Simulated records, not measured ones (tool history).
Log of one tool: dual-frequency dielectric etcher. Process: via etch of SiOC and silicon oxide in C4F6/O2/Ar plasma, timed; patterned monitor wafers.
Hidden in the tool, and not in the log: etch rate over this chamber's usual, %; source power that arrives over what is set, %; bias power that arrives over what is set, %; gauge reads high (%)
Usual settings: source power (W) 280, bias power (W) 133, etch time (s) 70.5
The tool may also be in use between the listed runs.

run	hour	source power (W)	bias power (W)	etch time (s)	wafers since the last listed run	hours since the last wet clean	hours since the last source power generator calibration	hours since the last bias power generator calibration	hours since the last upper electrode change	hours since the gauge calibration	read-back reference wafer on the same gauge, depth_nm	mean etch depth across the wafer (nm)
1	0.0	320	141	70.5	0	144.1	1234.9	2105.3	1684.5	1893.0	52.8	61.7
2	73.6	320	141	70.5	782	217.7	1308.5	2178.9	1758.1	1966.6	52.9	61.6
3	113.6	280	153	70.5	425	257.7	1348.5	2218.9	1798.1	2006.6	52.8	59.1
4	193.6	280	153	70.5	850	337.7	1428.5	2298.9	1878.1	2086.6	52.8	58.3
# hour 283.7: wet clean of the chamber
5	289.8	280	133	61.0	767	6.1	1524.7	2395.1	1974.3	2182.8	52.8	50.1
# hour 358.1: source power generator calibrated
6	377.6	280	133	70.5	891	93.9	19.5	2482.9	2062.1	2270.6	52.8	58.0
7	424.6	280	133	70.5	499	140.9	66.5	2529.9	2109.1	2317.6	52.9	57.7
8	531.5	280	133	70.5	1136	247.8	173.4	2636.8	2216.0	2424.5	52.6	57.0
# hour 538.0: gauge calibrated
9	607.1	300	133	70.5	804	323.4	249.0	2712.4	2291.6	69.1	52.8	56.6
# hour 668.5: bias power generator calibrated
10	677.9	280	133	70.5	710	394.2	319.8	9.4	2362.4	139.9	52.9	55.3
11	738.4	280	133	70.5	643	454.7	380.3	69.9	2422.9	200.4	52.8	55.7
# hour 778.7: wet clean of the chamber
12	779.7	250	133	85.0	183	1.0	421.6	111.2	2464.2	241.7	52.7	67.8
# hour 838.2: upper electrode replaced
13	838.7	280	133	50.0	372	60.0	480.6	170.2	0.5	300.7	52.9	41.1
14	918.9	310	133	63.5	852	140.2	560.8	250.4	80.7	380.9	52.8	53.7
15	989.0	230	103	61.5	745	210.3	630.9	320.5	150.8	451.0	52.8	44.4
16	1108.6	320	133	70.5	1272	329.9	750.5	440.1	270.4	570.6	52.8	58.8
17	1164.2	330	154	52.5	591	385.5	806.1	495.7	326.0	626.2	52.9	45.8
# hour 1196.6: wet clean of the chamber
18	1250.9	310	133	82.0	666	54.3	892.8	582.4	412.7	712.9	52.7	70.9
19	1358.0	280	133	70.5	1139	161.4	999.9	689.5	519.8	820.0	52.9	58.5
20	1453.9	280	112	60.5	1019	257.3	1095.8	785.4	615.7	915.9	52.9	47.3
21	1517.4	280	120	87.5	675	320.8	1159.3	848.9	679.2	979.4	52.8	69.3
22	1592.0	340	163	50.5	793	395.4	1233.9	923.5	753.8	1054.0	52.9	45.7
23	1689.7	340	154	70.5	1039	493.1	1331.6	1021.2	851.5	1151.7	52.7	62.2
# hour 1738.9: wet clean of the chamber
24	1756.3	280	133	70.5	453	17.4	1398.2	1087.8	918.1	1218.3	52.9	58.8
# hour 1793.6: source power generator calibrated
25	1839.9	280	133	70.5	846	101.0	46.3	1171.4	1001.7	1301.9	52.7	58.8
26	1880.1	280	133	60.5	427	141.2	86.5	1211.6	1041.9	1342.1	52.9	49.5
27	1959.2	260	133	51.5	841	220.3	165.6	1290.7	1121.0	1421.2	52.8	41.5

Run 28 comes next. What will it give?
28	2010.3	350	121	63.5	543	271.4	216.7	1341.8	1172.1	1472.3	?	?

{"run 28": {"read-back reference wafer on the same gauge, depth_nm": 52.9, "mean etch depth across the wafer (nm)": 54.7}}
Without the tool's hidden state the same run would have given mean etch depth across the wafer (nm) 56.1.
